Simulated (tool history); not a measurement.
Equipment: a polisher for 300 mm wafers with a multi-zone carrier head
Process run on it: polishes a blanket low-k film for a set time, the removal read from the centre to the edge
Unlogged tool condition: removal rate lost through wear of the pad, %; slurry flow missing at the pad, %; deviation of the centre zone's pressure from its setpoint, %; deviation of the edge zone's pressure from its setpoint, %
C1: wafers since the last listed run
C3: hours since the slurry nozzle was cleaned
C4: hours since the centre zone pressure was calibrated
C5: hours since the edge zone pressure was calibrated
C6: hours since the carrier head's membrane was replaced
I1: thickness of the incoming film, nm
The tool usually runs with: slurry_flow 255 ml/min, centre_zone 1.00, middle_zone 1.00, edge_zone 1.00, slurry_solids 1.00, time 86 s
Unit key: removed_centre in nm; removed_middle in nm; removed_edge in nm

{"run": 1, "hour": 0.0, "slurry_flow": 255, "centre_zone": 0.92, "middle_zone": 1.0, "edge_zone": 1.0, "slurry_solids": 1.0, "time": 86, "C1": 0, "wafers polished on this pad": 355, "C3": 407.3, "C4": 1058.1, "C5": 728.4, "C6": 1767.1, "I1": 594.1, "removed_centre": 49.3, "removed_middle": 53.7, "removed_edge": 55.1}
{"run": 2, "hour": 17.5, "slurry_flow": 255, "centre_zone": 0.95, "middle_zone": 1.0, "edge_zone": 1.0, "slurry_solids": 1.0, "time": 86, "C1": 83, "wafers polished on this pad": 439, "C3": 424.8, "C4": 1075.6, "C5": 745.9, "C6": 1784.6, "I1": 601.7, "removed_centre": 50.5, "removed_middle": 54.8, "removed_edge": 55.0}
{"run": 3, "hour": 30.4, "slurry_flow": 255, "centre_zone": 0.95, "middle_zone": 1.0, "edge_zone": 1.0, "slurry_solids": 1.0, "time": 86, "C1": 61, "wafers polished on this pad": 501, "C3": 437.7, "C4": 1088.5, "C5": 758.8, "C6": 1797.5, "I1": 597.2, "removed_centre": 49.6, "removed_middle": 53.5, "removed_edge": 56.1}
{"run": 4, "hour": 46.0, "slurry_flow": 255, "centre_zone": 1.0, "middle_zone": 1.0, "edge_zone": 1.0, "slurry_solids": 1.0, "time": 86, "C1": 74, "wafers polished on this pad": 576, "C3": 453.3, "C4": 1104.1, "C5": 774.4, "C6": 1813.1, "I1": 595.9, "removed_centre": 52.3, "removed_middle": 52.4, "removed_edge": 56.4}
{"run": 5, "hour": 61.7, "slurry_flow": 255, "centre_zone": 1.0, "middle_zone": 1.0, "edge_zone": 1.0, "slurry_solids": 1.0, "time": 86, "C1": 75, "wafers polished on this pad": 651, "C3": 469.0, "C4": 1119.8, "C5": 790.1, "C6": 1828.8, "I1": 596.0, "removed_centre": 52.4, "removed_middle": 52.0, "removed_edge": 53.7}
{"run": 6, "hour": 79.6, "slurry_flow": 255, "centre_zone": 1.08, "middle_zone": 1.0, "edge_zone": 1.0, "slurry_solids": 1.0, "time": 86, "C1": 85, "wafers polished on this pad": 737, "C3": 486.9, "C4": 1137.7, "C5": 808.0, "C6": 1846.7, "I1": 604.5, "removed_centre": 55.7, "removed_middle": 52.7, "removed_edge": 54.2}
{"hour": 94.8, "done": "centre zone pressure recalibrated"}
{"run": 7, "hour": 96.2, "slurry_flow": 255, "centre_zone": 1.03, "middle_zone": 1.0, "edge_zone": 1.0, "slurry_solids": 1.0, "time": 86, "C1": 69, "wafers polished on this pad": 807, "C3": 503.5, "C4": 1.4, "C5": 824.6, "C6": 1863.3, "I1": 607.4, "removed_centre": 52.4, "removed_middle": 52.4, "removed_edge": 53.8}
{"hour": 102.8, "done": "worn pad replaced by a new one"}
{"run": 8, "hour": 108.7, "slurry_flow": 255, "centre_zone": 1.03, "middle_zone": 1.0, "edge_zone": 1.0, "slurry_solids": 1.0, "time": 86, "C1": 40, "wafers polished on this pad": 28, "C3": 516.0, "C4": 13.9, "C5": 837.1, "C6": 1875.8, "I1": 607.5, "removed_centre": 54.2, "removed_middle": 54.6, "removed_edge": 56.1}
{"run": 9, "hour": 115.0, "slurry_flow": 255, "centre_zone": 1.11, "middle_zone": 0.96, "edge_zone": 0.91, "slurry_solids": 1.0, "time": 67, "C1": 30, "wafers polished on this pad": 58, "C3": 522.3, "C4": 20.2, "C5": 843.4, "C6": 1882.1, "I1": 607.4, "removed_centre": 45.7, "removed_middle": 40.8, "removed_edge": 42.4}
{"run": 10, "hour": 128.7, "slurry_flow": 330, "centre_zone": 0.92, "middle_zone": 1.0, "edge_zone": 0.91, "slurry_solids": 1.0, "time": 73, "C1": 65, "wafers polished on this pad": 124, "C3": 536.0, "C4": 33.9, "C5": 857.1, "C6": 1895.8, "I1": 600.9, "removed_centre": 42.3, "removed_middle": 46.7, "removed_edge": 46.5}
{"run": 11, "hour": 143.5, "slurry_flow": 255, "centre_zone": 1.0, "middle_zone": 1.0, "edge_zone": 1.0, "slurry_solids": 1.0, "time": 86, "C1": 70, "wafers polished on this pad": 195, "C3": 550.8, "C4": 48.7, "C5": 871.9, "C6": 1910.6, "I1": 593.4, "removed_centre": 51.1, "removed_middle": 51.7, "removed_edge": 56.0}
{"hour": 149.4, "done": "slurry nozzle cleaned"}
{"hour": 158.1, "done": "edge zone pressure recalibrated"}
{"hour": 160.8, "done": "carrier head's membrane replaced by a new one"}
{"run": 12, "hour": 161.3, "slurry_flow": 255, "centre_zone": 1.0, "middle_zone": 1.0, "edge_zone": 1.0, "slurry_solids": 1.0, "time": 86, "C1": 58, "wafers polished on this pad": 253, "C3": 11.9, "C4": 66.5, "C5": 3.2, "C6": 0.5, "I1": 601.5, "removed_centre": 57.5, "removed_middle": 57.3, "removed_edge": 57.4}
{"run": 13, "hour": 169.3, "slurry_flow": 255, "centre_zone": 1.0, "middle_zone": 0.89, "edge_zone": 1.07, "slurry_solids": 1.0, "time": 86, "C1": 38, "wafers polished on this pad": 291, "C3": 19.9, "C4": 74.5, "C5": 11.2, "C6": 8.5, "I1": 590.7, "removed_centre": 57.8, "removed_middle": 52.0, "removed_edge": 58.8}
{"run": 14, "hour": 178.6, "slurry_flow": 205, "centre_zone": 1.0, "middle_zone": 1.04, "edge_zone": 1.07, "slurry_solids": 1.0, "time": 64, "C1": 44, "wafers polished on this pad": 336, "C3": 29.2, "C4": 83.8, "C5": 20.5, "C6": 17.8, "I1": 595.5, "removed_centre": 41.0, "removed_middle": 42.6, "removed_edge": 44.2}
{"run": 15, "hour": 186.4, "slurry_flow": 220, "centre_zone": 0.91, "middle_zone": 1.0, "edge_zone": 1.0, "slurry_solids": 0.85, "time": 57, "C1": 37, "wafers polished on this pad": 373, "C3": 37.0, "C4": 91.6, "C5": 28.3, "C6": 25.6, "I1": 602.2, "removed_centre": 30.7, "removed_middle": 34.4, "removed_edge": 34.0}
{"run": 16, "hour": 193.7, "slurry_flow": 255, "centre_zone": 1.11, "middle_zone": 0.96, "edge_zone": 1.0, "slurry_solids": 1.0, "time": 62, "C1": 34, "wafers polished on this pad": 408, "C3": 44.3, "C4": 98.9, "C5": 35.6, "C6": 32.9, "I1": 608.7, "removed_centre": 45.9, "removed_middle": 39.6, "removed_edge": 41.6}
{"run": 17, "hour": 203.0, "slurry_flow": 255, "centre_zone": 1.0, "middle_zone": 1.0, "edge_zone": 1.0, "slurry_solids": 1.0, "time": 86, "C1": 44, "wafers polished on this pad": 453, "C3": 53.6, "C4": 108.2, "C5": 44.9, "C6": 42.2, "I1": 605.7, "removed_centre": 56.6, "removed_middle": 56.8, "removed_edge": 58.3}

Predict each of these 5 candidate next runs independently; none follows another, all start after run 17:
{"run": "A", "hour": 203.5, "slurry_flow": 255, "centre_zone": 1.0, "middle_zone": 1.0, "edge_zone": 1.0, "slurry_solids": 1.0, "time": 86, "C1": 2, "wafers polished on this pad": 455, "C3": 54.1, "C4": 108.7, "C5": 45.4, "C6": 42.7, "I1": 603.5, "removed_centre": "?", "removed_middle": "?", "removed_edge": "?"}
{"run": "B", "hour": 203.5, "slurry_flow": 255, "centre_zone": 1.06, "middle_zone": 0.95, "edge_zone": 1.0, "slurry_solids": 1.0, "time": 77, "C1": 2, "wafers polished on this pad": 455, "C3": 54.1, "C4": 108.7, "C5": 45.4, "C6": 42.7, "I1": 603.5, "removed_centre": "?", "removed_middle": "?", "removed_edge": "?"}
{"run": "C", "hour": 203.5, "slurry_flow": 255, "centre_zone": 0.91, "middle_zone": 1.0, "edge_zone": 1.0, "slurry_solids": 1.0, "time": 86, "C1": 2, "wafers polished on this pad": 455, "C3": 54.1, "C4": 108.7, "C5": 45.4, "C6": 42.7, "I1": 603.5, "removed_centre": "?", "removed_middle": "?", "removed_edge": "?"}
{"run": "D", "hour": 203.5, "slurry_flow": 310, "centre_zone": 1.0, "middle_zone": 1.04, "edge_zone": 0.9, "slurry_solids": 1.0, "time": 86, "C1": 2, "wafers polished on this pad": 455, "C3": 54.1, "C4": 108.7, "C5": 45.4, "C6": 42.7, "I1": 603.5, "removed_centre": "?", "removed_middle": "?", "removed_edge": "?"}
{"run": "E", "hour": 203.5, "slurry_flow": 255, "centre_zone": 1.0, "middle_zone": 1.0, "edge_zone": 1.0, "slurry_solids": 1.1, "time": 86, "C1": 2, "wafers polished on this pad": 455, "C3": 54.1, "C4": 108.7, "C5": 45.4, "C6": 42.7, "I1": 603.5, "removed_centre": "?", "removed_middle": "?", "removed_edge": "?"}

run=A removed_centre=56.1 removed_middle=57.3 removed_edge=57.9
run=B removed_centre=53.3 removed_middle=49.3 removed_edge=51.8
run=C removed_centre=51.0 removed_middle=57.3 removed_edge=57.9
run=D removed_centre=57.6 removed_middle=60.5 removed_edge=56.0
run=E removed_centre=58.8 removed_middle=60.0 removed_edge=60.6
Without the tool's hidden state the same runs would have given:
run=A removed_centre=59.9 removed_middle=61.1 removed_edge=61.6
run=B removed_centre=56.9 removed_middle=52.6 removed_edge=55.2
run=C removed_centre=54.5 removed_middle=61.1 removed_edge=61.6
run=D removed_centre=61.4 removed_middle=64.4 removed_edge=59.6
run=E removed_centre=62.8 removed_middle=64.0 removed_edge=64.5
